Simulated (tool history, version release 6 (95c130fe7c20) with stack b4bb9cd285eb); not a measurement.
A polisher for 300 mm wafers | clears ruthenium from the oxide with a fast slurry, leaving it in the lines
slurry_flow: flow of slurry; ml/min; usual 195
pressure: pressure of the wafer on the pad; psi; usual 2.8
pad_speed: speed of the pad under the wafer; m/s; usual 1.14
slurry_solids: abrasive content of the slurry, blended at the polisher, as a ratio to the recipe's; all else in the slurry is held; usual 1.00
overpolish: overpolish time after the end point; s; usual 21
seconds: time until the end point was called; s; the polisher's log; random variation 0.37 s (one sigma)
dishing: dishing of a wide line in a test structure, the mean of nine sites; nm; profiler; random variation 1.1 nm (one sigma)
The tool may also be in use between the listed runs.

| run | day | slurry_flow | pressure | pad_speed | slurry_solids | overpolish | wafers since the last listed run | wafers polished on this pad | hours since the slurry nozzle was cleaned | hours since the head pressure was calibrated | hours since the slurry blender was calibrated | incoming thickness of the incoming film, nm | seconds | dishing |
|---|---|---|---|---|---|---|---|---|---|---|---|---|---|---|
| 1 | 0.000 | 195 | 2.8 | 1.14 | 1.00 | 21 | 0 | 1058 | 518.9 | 161.2 | 202.9 | 130.2 | 34.3 | 65.7 |
|  | 1.062 | worn pad replaced by a new one |
| 2 | 1.192 | 195 | 2.8 | 1.14 | 1.00 | 21 | 303 | 38 | 547.5 | 189.8 | 231.5 | 129.2 | 34.2 | 64.1 |
|  | 1.642 | slurry blender recalibrated |
| 3 | 2.400 | 195 | 2.8 | 1.14 | 1.00 | 21 | 333 | 371 | 576.5 | 218.8 | 18.2 | 128.7 | 34.5 | 64.6 |
| 4 | 2.992 | 195 | 3.5 | 1.46 | 1.00 | 21 | 175 | 547 | 590.7 | 233.0 | 32.4 | 130.2 | 23.0 | 88.9 |
|  | 6.383 | worn pad replaced by a new one |
| 5 | 6.404 | 195 | 3.5 | 1.46 | 1.00 | 21 | 961 | 6 | 672.6 | 314.9 | 114.3 | 127.9 | 23.0 | 86.2 |
| 6 | 7.217 | 195 | 3.5 | 1.46 | 1.00 | 21 | 240 | 246 | 692.1 | 334.4 | 133.8 | 129.4 | 23.4 | 87.8 |
|  | 7.679 | slurry nozzle cleaned |
| 7 | 8.579 | 195 | 2.8 | 1.14 | 1.00 | 21 | 391 | 638 | 21.6 | 367.1 | 166.5 | 129.2 | 38.0 | 59.2 |
|  | 10.138 | head pressure recalibrated |
|  | 10.942 | worn pad replaced by a new one |
|  | 12.154 | slurry blender recalibrated |
|  | 12.538 | slurry nozzle cleaned, repeated, since the last time left the tool worse |
| 8 | 12.633 | 195 | 2.8 | 1.14 | 1.00 | 21 | 1089 | 463 | 2.3 | 59.9 | 11.5 | 128.1 | 33.1 | 67.0 |
| 9 | 13.146 | 215 | 2.8 | 1.14 | 1.00 | 25 | 151 | 615 | 14.6 | 72.2 | 23.8 | 129.4 | 33.4 | 75.4 |
| 10 | 14.329 | 195 | 2.8 | 1.14 | 1.00 | 21 | 350 | 966 | 43.0 | 100.6 | 52.2 | 130.4 | 34.5 | 68.1 |
|  | 16.112 | worn pad replaced by a new one |
| 11 | 17.667 | 175 | 2.0 | 0.92 | 1.00 | 8 | 939 | 460 | 123.1 | 180.7 | 132.3 | 127.9 | 54.2 | 17.6 |
| 12 | 19.158 | 195 | 2.8 | 1.14 | 1.00 | 21 | 441 | 902 | 158.9 | 216.5 | 168.1 | 129.4 | 34.2 | 65.9 |
| 13 | 19.983 | 195 | 3.6 | 1.14 | 1.00 | 21 | 244 | 1147 | 178.7 | 236.3 | 187.9 | 130.8 | 26.1 | 79.5 |
| 14 | 20.667 | 195 | 2.8 | 1.14 | 1.00 | 21 | 202 | 1349 | 195.1 | 252.7 | 204.3 | 132.1 | 35.5 | 63.2 |
|  | 20.854 | worn pad replaced by a new one |
| 15 | 21.679 | 235 | 3.2 | 1.14 | 1.15 | 21 | 250 | 244 | 219.4 | 277.0 | 228.6 | 129.0 | 26.4 | 79.8 |
|  | 22.562 | slurry blender recalibrated |
| 16 | 22.583 | 125 | 2.8 | 1.14 | 1.00 | 9 | 243 | 487 | 241.1 | 298.7 | 0.5 | 131.8 | 37.9 | 30.1 |
| 17 | 23.204 | 230 | 2.8 | 1.14 | 1.00 | 13 | 183 | 671 | 256.0 | 313.6 | 15.4 | 132.3 | 34.0 | 44.8 |

4 ways to go on from here, each from the tool as it stands after run 17. What would each give?
| A | 23.221 | 195 | 2.8 | 1.14 | 1.00 | 11 | 4 | 676 | 256.4 | 314.0 | 15.8 | 128.1 | ? | ? |
| B | 23.221 | 195 | 3.1 | 0.98 | 1.00 | 12 | 4 | 676 | 256.4 | 314.0 | 15.8 | 128.1 | ? | ? |
| C | 23.221 | 155 | 2.8 | 1.32 | 1.00 | 21 | 4 | 676 | 256.4 | 314.0 | 15.8 | 128.1 | ? | ? |
| D | 23.221 | 195 | 3.7 | 1.52 | 1.00 | 21 | 4 | 676 | 256.4 | 314.0 | 15.8 | 128.1 | ? | ? |

| run | seconds | dishing |
|---|---|---|
| A | 33.8 | 37.3 |
| B | 33.7 | 40.4 |
| C | 31.7 | 68.5 |
| D | 20.9 | 93.9 |
Without the tool's hidden state the same runs would have given:
| run | seconds | dishing |
|---|---|---|
| A | 33.2 | 37.9 |
| B | 33.1 | 41.1 |
| C | 31.0 | 69.7 |
| D | 20.6 | 95.1 |
